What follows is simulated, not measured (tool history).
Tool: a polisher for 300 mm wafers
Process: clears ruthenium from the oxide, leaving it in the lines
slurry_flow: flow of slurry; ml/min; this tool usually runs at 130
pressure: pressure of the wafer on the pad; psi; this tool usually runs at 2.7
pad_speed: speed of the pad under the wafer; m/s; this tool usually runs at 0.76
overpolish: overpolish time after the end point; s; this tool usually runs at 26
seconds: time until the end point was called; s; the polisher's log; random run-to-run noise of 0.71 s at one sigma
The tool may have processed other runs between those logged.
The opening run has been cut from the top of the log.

run     day  slurry_flow  pressure  pad_speed  overpolish  wafers since the last listed run  wafers polished on this pad  hours since the slurry nozzle was cleaned  hours since the head pressure was calibrated  incoming thickness of the incoming film, nm  seconds
  2   2.071          130       2.7       0.88          26                               337                         1740                                       91.6                                         333.1                                         99.9     59.1
  3   5.346          130       2.7       0.76          34                               533                         2273                                      170.2                                         411.7                                        100.5     68.7
  4   8.400          130       2.7       0.76          34                               497                         2770                                      243.5                                         485.0                                        100.7     68.6
     14.004  -- worn pad replaced by a new one
     18.379  -- slurry nozzle cleaned
  5  21.212          130       2.0       0.76          26                              2051                         1166                                       68.0                                         792.5                                         99.7     86.5
  6  23.358          130       2.0       0.76          26                               349                         1515                                      119.5                                         844.0                                         99.8     87.0
     23.862  -- head pressure recalibrated
  7  25.771          130       2.0       0.76          26                               379                         1894                                      177.4                                          45.8                                         99.5     95.9
  8  28.796          165       2.7       0.76          26                               492                         2386                                      250.0                                         118.4                                        101.0     69.2
  9  30.400          130       2.7       0.66          26                               261                         2647                                      288.5                                         156.9                                         99.7     81.1
 10  32.850          130       2.7       0.66          26                               398                         3046                                      347.3                                         215.7                                        100.0     81.7
     36.462  -- slurry nozzle cleaned
 11  36.479          130       2.7       0.76          26                               583                         3630                                        0.4                                         302.8                                         99.5     69.6
     37.796  -- worn pad replaced by a new one
 12  40.079          130       2.7       0.76          26                               558                          371                                       86.8                                         389.2                                        100.9     69.8
 13  42.571          130       2.7       0.76          26                               405                          777                                      146.6                                         449.0                                        100.3     67.9
 14  46.992          130       2.7       0.76          16                               719                         1496                                      252.7                                         555.1                                         99.0     67.0
 15  57.350          130       2.7       0.82          26                              1685                         3182                                      501.3                                         803.7                                        100.4     59.3
     58.329  -- worn pad replaced by a new one
     59.088  -- slurry nozzle cleaned
 16  59.696          130       2.7       0.76          26                               347                          215                                       14.6                                         860.0                                         97.9     64.3
 17  62.196          170       2.7       0.76          26                               406                          622                                       74.6                                         920.0                                         99.8     60.9
     64.179  -- head pressure recalibrated
 18  66.288          175       2.7       0.88          26                               652                         1274                                      172.8                                          50.6                                        100.4     58.2
 19  70.408          130       2.7       0.76          26                               670                         1945                                      271.7                                         149.5                                        100.4     70.1
 20  73.783          105       3.4       0.96          37                               549                         2494                                      352.7                                         230.5                                         98.8     46.2
 21  76.450          130       2.7       0.76          26                               433                         2928                                      416.7                                         294.5                                         98.6     67.5
     77.021  -- slurry nozzle cleaned
 22  79.533          110       1.8       0.52          19                               495                         3423                                       60.3                                         368.5                                         98.9    153.6
     81.242  -- worn pad replaced by a new one
 23  83.150          145       3.3       0.76          26                               561                          310                                      147.1                                         455.3                                         99.1     53.4
 24  85.954          165       2.4       0.66          11                               456                          767                                      214.4                                         522.6                                         99.0     82.6
 25  89.992          170       2.1       0.68          26                               657                         1424                                      311.3                                         619.5                                        100.3     91.6

What does the tool deliver on the next run?
 26  93.942          130       2.4       0.76          26                               642                         2067                                      406.1                                         714.3                                        100.6        ?

Run 26 produced seconds 74.1 s.
Had the tool carried no hidden state, the very same run would have given seconds 81.2 s.
